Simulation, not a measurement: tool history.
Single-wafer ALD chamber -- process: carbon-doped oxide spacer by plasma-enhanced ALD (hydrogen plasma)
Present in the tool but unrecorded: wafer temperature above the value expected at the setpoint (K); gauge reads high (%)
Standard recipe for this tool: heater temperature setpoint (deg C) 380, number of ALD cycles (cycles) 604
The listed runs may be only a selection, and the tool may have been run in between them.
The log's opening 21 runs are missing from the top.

run      day  heater temperature setpoint (deg C)  number of ALD cycles (cycles)  wafers since the last listed run  hours since the last thermocouple change  hours since the gauge calibration  read-back reference wafer on the same gauge, thickness_nm  mean film thickness on the monitor wafer (Å)
 22   81.629                                  380                            514                                73                                     614.8                              885.0                                                     34.805                                        263.28
 23   83.558                                  372                            604                                35                                     661.1                              931.3                                                     34.823                                        310.08
 24   85.550                                  372                            604                                36                                     708.9                              979.1                                                     34.843                                        310.65
 25   87.438                                  390                            509                                34                                     754.2                             1024.4                                                     34.871                                        261.57
 26   90.942                                  373                            604                                63                                     838.3                             1108.5                                                     34.892                                        310.14
 27   92.725                                  387                            500                                32                                     881.1                             1151.3                                                     34.903                                        257.00
 28   95.904                                  380                            604                                57                                     957.4                             1227.6                                                     34.926                                        313.00
 29   99.383                                  376                            568                                63                                    1040.9                             1311.1                                                     34.988                                        293.05
 30  102.125                                  371                            711                                49                                    1106.7                             1376.9                                                     35.004                                        366.46
 31  104.996                                  390                            693                                52                                    1175.6                             1445.8                                                     35.046                                        358.34
     106.196  -- gauge calibrated
 32  110.229                                  373                            484                                95                                    1301.2                               96.8                                                     34.587                                        246.68
 33  112.721                                  380                            704                                45                                    1361.0                              156.6                                                     34.630                                        358.95
 34  115.821                                  367                            604                                56                                    1435.4                              231.0                                                     34.651                                        307.72
 35  118.638                                  380                            662                                51                                    1503.0                              298.6                                                     34.672                                        339.48
     121.921  -- thermocouple changed; heater temperature recalibrated
 36  122.196                                  380                            604                                58                                       6.6                              384.0                                                     34.721                                        308.70
 37  126.208                                  380                            604                                73                                     102.9                              480.3                                                     34.757                                        308.49
 38  129.167                                  390                            660                                53                                     173.9                              551.3                                                     34.785                                        338.71
 39  130.792                                  380                            549                                29                                     212.9                              590.3                                                     34.811                                        281.71
 40  133.708                                  390                            511                                53                                     282.9                              660.3                                                     34.827                                        261.68
 41  136.238                                  369                            604                                46                                     343.6                              721.0                                                     34.863                                        311.59
 42  139.267                                  389                            714                                55                                     416.3                              793.7                                                     34.905                                        367.23

4 options for the next run, each taken on its own from the tool as it stands now. Forecast them:
  A  139.321                                  393                            604                                 0                                     417.6                              795.0                                                          ?                                             ?
  B  139.321                                  394                            499                                 0                                     417.6                              795.0                                                          ?                                             ?
  C  139.321                                  371                            670                                 0                                     417.6                              795.0                                                          ?                                             ?
  D  139.321                                  370                            653                                 0                                     417.6                              795.0                                                          ?                                             ?

run  read-back reference wafer on the same gauge, thickness_nm  mean film thickness on the monitor wafer (Å)
  A                                                     34.909                                        309.60
  B                                                     34.909                                        255.78
  C                                                     34.909                                        343.43
  D                                                     34.909                                        334.71
Take away the tool's hidden state, keep each run's random variation, and the runs would have read:
run  mean film thickness on the monitor wafer (Å)
  A                                        306.08
  B                                        252.87
  C                                        339.53
  D                                        330.91
